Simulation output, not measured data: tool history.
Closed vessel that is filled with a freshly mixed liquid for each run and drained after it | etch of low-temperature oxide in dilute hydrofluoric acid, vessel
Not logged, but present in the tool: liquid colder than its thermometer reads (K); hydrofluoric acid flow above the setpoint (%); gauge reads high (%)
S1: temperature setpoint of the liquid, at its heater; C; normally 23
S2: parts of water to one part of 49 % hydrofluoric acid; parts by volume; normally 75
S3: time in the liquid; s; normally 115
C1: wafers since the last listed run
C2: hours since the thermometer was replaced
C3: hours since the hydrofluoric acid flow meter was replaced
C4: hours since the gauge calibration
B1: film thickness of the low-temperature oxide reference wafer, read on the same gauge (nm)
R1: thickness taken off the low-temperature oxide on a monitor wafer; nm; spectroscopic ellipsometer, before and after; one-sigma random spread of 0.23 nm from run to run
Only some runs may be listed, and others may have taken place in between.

Run 1, hour 0: usual settings but S2 90 parts by volume; C1 0; C2 1344.1; C3 963; C4 257.2; B1 150. Result: R1 18.5 nm.
Run 2, hour 23.3: usual settings but S1 25.5 C, S2 100 parts by volume; C1 3149; C2 1367.4; C3 986.3; C4 280.5; B1 149.99. Result: R1 18.05 nm.
Run 3, hour 39.3: usual settings but S2 100 parts by volume; C1 2162; C2 1383.4; C3 1002.3; C4 296.5; B1 149.99. Result: R1 15.94 nm.
Run 4, hour 69.7: usual settings but S2 100 parts by volume; C1 4109; C2 1413.8; C3 1032.7; C4 326.9; B1 150.01. Result: R1 16.29 nm.
Run 5, hour 94.9: usual settings but S1 19 C, S3 150 s; C1 3406; C2 1439; C3 1057.9; C4 352.1; B1 149.98. Result: R1 24.04 nm.
Run 6, hour 109.4: usual settings but S1 19 C, S3 150 s; C1 1960; C2 1453.5; C3 1072.4; C4 366.6; B1 150.02. Result: R1 24.95 nm.
Run 7, hour 130.4: usual settings but S2 105 parts by volume; C1 2838; C2 1474.5; C3 1093.4; C4 387.6; B1 149.99. Result: R1 15.14 nm.
Run 8, hour 165.2: usual settings but S2 105 parts by volume; C1 4704; C2 1509.3; C3 1128.2; C4 422.4; B1 150.01. Result: R1 15.17 nm.
Run 9, hour 189.9: usual settings but S2 105 parts by volume; C1 3338; C2 1534; C3 1152.9; C4 447.1; B1 149.99. Result: R1 14.98 nm.
Run 10, hour 202: usual settings but S1 19.5 C; C1 1635; C2 1546.1; C3 1165; C4 459.2; B1 150.01. Result: R1 19.18 nm.
Run 11, hour 235.4: usual settings but S1 19.5 C; C1 4514; C2 1579.5; C3 1198.4; C4 492.6; B1 150. Result: R1 19.01 nm.
Run 12, hour 263.9: usual settings but S1 19.5 C; C1 3852; C2 1608; C3 1226.9; C4 521.1; B1 150.01. Result: R1 19.29 nm.
Run 13, hour 284.7: usual settings; C1 2811; C2 1628.8; C3 1247.7; C4 541.9; B1 149.99. Result: R1 21.89 nm.
Run 14, hour 299.8: usual settings but S2 55 parts by volume; C1 2041; C2 1643.9; C3 1262.8; C4 557; B1 149.98. Result: R1 30.96 nm.
Run 15, hour 323: usual settings; C1 3136; C2 1667.1; C3 1286; C4 580.2; B1 150. Result: R1 21.79 nm.
Run 16, hour 382.4: usual settings; C1 8029; C2 1726.5; C3 1345.4; C4 639.6; B1 150. Result: R1 21.64 nm.
Run 17, hour 406.7: usual settings but S1 27.5 C, S2 95 parts by volume, S3 95 s; C1 3284; C2 1750.8; C3 1369.7; C4 663.9; B1 150. Result: R1 16.61 nm.
At hour 436.1: hydrofluoric acid flow meter replaced.
Run 18, hour 436.6: usual settings but S1 19.5 C; C1 3906; C2 1780.7; C3 0.5; C4 693.8; B1 149.99. Result: R1 18.3 nm.
Run 19, hour 449.4: usual settings but S1 25 C, S2 55 parts by volume, S3 150 s; C1 1730; C2 1793.5; C3 13.3; C4 706.6; B1 150.02. Result: R1 42.53 nm.
Run 20, hour 479.6: usual settings; C1 4082; C2 1823.7; C3 43.5; C4 736.8; B1 149.98. Result: R1 21.48 nm.
At hour 503.7: gauge calibrated.
Run 21, hour 510.4: usual settings but S1 18.5 C, S2 105 parts by volume, S3 80 s; C1 4163; C2 1854.5; C3 74.3; C4 6.7; B1 150. Result: R1 8.55 nm.
At hour 532.2: thermometer replaced.
Run 22, hour 533.6: usual settings but S2 110 parts by volume, S3 85 s; C1 3000; C2 1.4; C3 97.5; C4 29.9; B1 149.99. Result: R1 11.74 nm.
Run 23, hour 638.7: usual settings but S1 21.5 C, S3 65 s; C1 14206; C2 106.5; C3 202.6; C4 135; B1 150. Result: R1 12.77 nm.
Run 24, hour 656.5: usual settings but S2 100 parts by volume, S3 75 s; C1 2406; C2 124.3; C3 220.4; C4 152.8; B1 150.01. Result: R1 11.5 nm.

Run 25, settings as shown, results not yet in. Your forecast:
Run 25, hour 678.2: usual settings but S1 27 C, S2 85 parts by volume, S3 170 s; C1 2933; C2 146; C3 242.1; C4 174.5; B1 ?. Result: R1 ?.

B1: 149.99
R1: 36.48 nm
Were there no unlogged condition in the tool, this run, its random variation unchanged, would have produced R1 37 nm.
